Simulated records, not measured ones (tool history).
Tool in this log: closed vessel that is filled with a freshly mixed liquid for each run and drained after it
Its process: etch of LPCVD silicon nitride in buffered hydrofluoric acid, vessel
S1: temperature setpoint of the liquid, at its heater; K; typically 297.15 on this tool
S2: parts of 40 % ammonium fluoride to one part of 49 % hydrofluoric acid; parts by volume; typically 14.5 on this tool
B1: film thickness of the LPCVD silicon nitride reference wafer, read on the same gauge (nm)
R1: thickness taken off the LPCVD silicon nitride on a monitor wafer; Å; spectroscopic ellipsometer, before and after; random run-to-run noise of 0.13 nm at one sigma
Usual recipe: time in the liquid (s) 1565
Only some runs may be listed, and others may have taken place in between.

Run 1, hour 0.0: usual settings but time in the liquid (s) 1790; B1 89.99. Result: R1 178.7 Å.
At hour 30.2: gauge calibrated.
Run 2, hour 55.6: usual settings but time in the liquid (s) 1790; B1 89.96. Result: R1 178.3 Å.
Run 3, hour 84.4: usual settings but time in the liquid (s) 1790; B1 90.00. Result: R1 181.0 Å.
Run 4, hour 138.5: usual settings; B1 90.06. Result: R1 158.7 Å.
Run 5, hour 182.2: usual settings; B1 90.00. Result: R1 160.3 Å.
Run 6, hour 221.5: usual settings; B1 90.00. Result: R1 161.0 Å.
Run 7, hour 283.3: usual settings; B1 89.96. Result: R1 161.2 Å.
Run 8, hour 334.0: usual settings but S1 295.15 K; B1 90.02. Result: R1 141.8 Å.
At hour 338.7: thermometer replaced.
Run 9, hour 381.3: usual settings but S1 295.15 K; B1 90.04. Result: R1 129.4 Å.
Run 10, hour 575.6: usual settings but S1 293.15 K, S2 16.5 parts by volume, time in the liquid (s) 1325; B1 89.95. Result: R1 88.4 Å.
Run 11, hour 608.9: usual settings but S1 293.65 K, time in the liquid (s) 1825; B1 90.05. Result: R1 144.1 Å.
Run 12, hour 664.8: usual settings but S2 10.0 parts by volume, time in the liquid (s) 2150; B1 90.00. Result: R1 294.4 Å.
Run 13, hour 708.3: usual settings but time in the liquid (s) 1845; B1 89.99. Result: R1 178.2 Å.
Run 14, hour 761.6: usual settings but time in the liquid (s) 730; B1 89.98. Result: R1 70.4 Å.
Run 15, hour 803.2: usual settings but S2 19.0 parts by volume; B1 89.99. Result: R1 116.6 Å.
Run 16, hour 856.6: usual settings but S1 294.15 K, S2 17.0 parts by volume, time in the liquid (s) 1245; B1 89.99. Result: R1 90.1 Å.
At hour 906.0: hydrofluoric acid flow meter replaced.
Run 17, hour 913.6: usual settings but S1 295.15 K, time in the liquid (s) 785; B1 90.00. Result: R1 70.3 Å.
Run 18, hour 962.8: usual settings but S1 299.15 K, S2 12.5 parts by volume, time in the liquid (s) 675; B1 90.02. Result: R1 87.8 Å.
Run 19, hour 1016.1: usual settings but S2 12.5 parts by volume; B1 90.00. Result: R1 181.2 Å.
Run 20, hour 1062.5: usual settings but S1 293.15 K, S2 12.5 parts by volume, time in the liquid (s) 1825; B1 89.98. Result: R1 173.6 Å.
Run 21, hour 1097.0: usual settings; B1 90.00. Result: R1 157.3 Å.
Run 22, hour 1156.0: usual settings but S1 292.15 K, S2 19.5 parts by volume, time in the liquid (s) 2195; B1 89.99. Result: R1 129.1 Å.
Run 23, hour 1199.1: usual settings but S1 299.65 K, S2 10.5 parts by volume, time in the liquid (s) 1105; B1 90.01. Result: R1 177.7 Å.
At hour 1228.3: thermometer replaced.
Run 24, hour 1251.3: usual settings but S1 301.15 K, time in the liquid (s) 1270; B1 89.98. Result: R1 145.7 Å.
Run 25, hour 1284.0: usual settings; B1 90.01. Result: R1 142.9 Å.
Run 26, hour 1334.5: usual settings but S2 11.0 parts by volume, time in the liquid (s) 2005; B1 90.01. Result: R1 243.7 Å.
Run 27, hour 1376.7: usual settings; B1 90.04. Result: R1 146.0 Å.
Run 28, hour 1404.8: usual settings but S2 19.0 parts by volume; B1 89.96. Result: R1 113.5 Å.
Run 29, hour 1469.4: usual settings but S1 295.15 K, time in the liquid (s) 2315; B1 90.01. Result: R1 196.1 Å.
Run 30, hour 1502.0: usual settings but S1 301.15 K, time in the liquid (s) 1270; B1 90.02. Result: R1 149.2 Å.
Run 31, hour 1558.5: usual settings but time in the liquid (s) 1180; B1 89.94. Result: R1 115.1 Å.

Selected run-to-run steps in R1, each split into two signed amounts: the part the tool would show with no hidden state at all (from settings, incoming material and random variation), and the remainder, which goes to the hidden state together with any gauge scatter not common to the measured and the hidden-state-free results:
Unlogged tool condition in this case: liquid hotter than its thermometer reads (K); hydrofluoric acid flow above the setpoint (%); gauge reads high (%).
Run 8 -> 9: thermometer replaced. R1 -12.4 Å: hidden state -14.7, all else +2.3.
Run 11 -> 12: S1 293.65 -> 297.15, S2 14.5 -> 10.0, time in the liquid (s) 1825 -> 2150. R1 +150.3 Å: hidden state +7.5, all else +142.8.
Run 12 -> 13: S2 10.0 -> 14.5, time in the liquid (s) 2150 -> 1845. R1 -116.2 Å: hidden state -4.1, all else -112.1.
Run 13 -> 14: time in the liquid (s) 1845 -> 730. R1 -107.8 Å: hidden state -5.0, all else -102.8.
Run 18 -> 19: S1 299.15 -> 297.15, time in the liquid (s) 675 -> 1565. R1 +93.4 Å: hidden state +8.7, all else +84.7.
Run 23 -> 24: S1 299.65 -> 301.15, S2 10.5 -> 14.5, time in the liquid (s) 1105 -> 1270, thermometer replaced. R1 -32.0 Å: hidden state -18.0, all else -14.0.
